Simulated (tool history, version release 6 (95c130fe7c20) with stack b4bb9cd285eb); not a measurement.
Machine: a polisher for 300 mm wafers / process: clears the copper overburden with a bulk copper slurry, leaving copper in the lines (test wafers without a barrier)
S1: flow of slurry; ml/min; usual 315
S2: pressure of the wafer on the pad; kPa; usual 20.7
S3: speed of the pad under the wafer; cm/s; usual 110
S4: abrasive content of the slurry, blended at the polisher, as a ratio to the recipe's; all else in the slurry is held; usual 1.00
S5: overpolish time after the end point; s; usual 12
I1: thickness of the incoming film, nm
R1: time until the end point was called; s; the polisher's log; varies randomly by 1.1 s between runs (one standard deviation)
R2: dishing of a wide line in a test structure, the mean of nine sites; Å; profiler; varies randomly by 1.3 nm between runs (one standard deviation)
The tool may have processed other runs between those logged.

run	hour	S1	S2	S3	S4	S5	I1	R1	R2
1	0.0	315	20.7	110	1.00	12	1256.2	103.9	672
# hour 46.4: slurry nozzle cleaned
2	49.5	315	20.7	110	1.00	12	1280.7	106.4	679
# hour 52.3: head pressure recalibrated
3	104.5	315	20.7	110	1.00	12	1273.4	104.9	675
4	160.3	315	20.7	110	1.00	12	1281.5	110.2	679
5	207.1	315	20.7	110	1.00	12	1272.6	113.0	642
# hour 225.0: slurry blender recalibrated
6	245.1	315	20.7	110	1.00	12	1290.7	114.3	631
# hour 259.0: worn pad replaced by a new one
7	305.2	315	20.7	110	0.75	12	1268.8	112.9	649
8	515.1	315	20.7	110	0.75	12	1270.1	119.4	623
9	571.3	315	20.7	110	1.00	12	1269.0	108.4	674
# hour 602.4: slurry nozzle cleaned
# hour 616.0: slurry blender recalibrated
# hour 678.8: worn pad replaced by a new one, of another model than before
10	772.6	315	20.7	110	1.00	12	1269.4	100.7	681
11	836.9	315	20.7	110	1.00	12	1277.6	105.7	673
12	875.0	350	15.9	110	0.80	12	1269.7	134.7	550
13	911.5	315	20.7	110	0.90	12	1251.1	106.5	656
14	946.2	365	20.7	110	1.10	10	1274.2	102.2	608
15	982.4	350	15.9	110	0.80	12	1274.7	137.8	568
# hour 1016.4: head pressure recalibrated
16	1032.0	215	20.7	110	1.00	12	1287.6	115.3	645
17	1076.1	315	20.7	74	1.00	12	1286.2	137.1	585
# hour 1099.1: slurry blender recalibrated
18	1119.8	315	24.8	110	1.00	12	1250.9	99.8	699
# hour 1131.9: worn pad replaced by a new one
19	1145.2	395	20.7	110	1.00	12	1265.1	100.0	675
20	1191.9	425	20.7	140	1.25	12	1258.1	80.6	740
# hour 1213.0: slurry nozzle cleaned
21	1229.1	315	20.7	110	1.00	12	1267.2	103.6	662
22	1266.1	210	20.7	110	1.00	12	1265.9	105.9	681
23	1414.6	315	20.7	110	1.00	12	1289.4	109.5	672
24	1474.1	315	15.2	110	0.80	12	1294.2	147.5	533
# hour 1516.6: slurry blender recalibrated
25	1517.1	315	20.7	110	1.00	5	1274.8	113.1	336
# hour 1532.1: worn pad replaced by a new one
26	1561.0	315	20.7	110	1.00	12	1255.2	102.7	681

What does the tool deliver on the next run?
27	1606.6	315	20.7	72	0.90	7	1276.8	?	?

R1: 129.7 s
R2: 412 Å
With the hidden condition absent and the run-to-run variation left alone, this run would have shown R1 129.1 s, R2 413 Å.

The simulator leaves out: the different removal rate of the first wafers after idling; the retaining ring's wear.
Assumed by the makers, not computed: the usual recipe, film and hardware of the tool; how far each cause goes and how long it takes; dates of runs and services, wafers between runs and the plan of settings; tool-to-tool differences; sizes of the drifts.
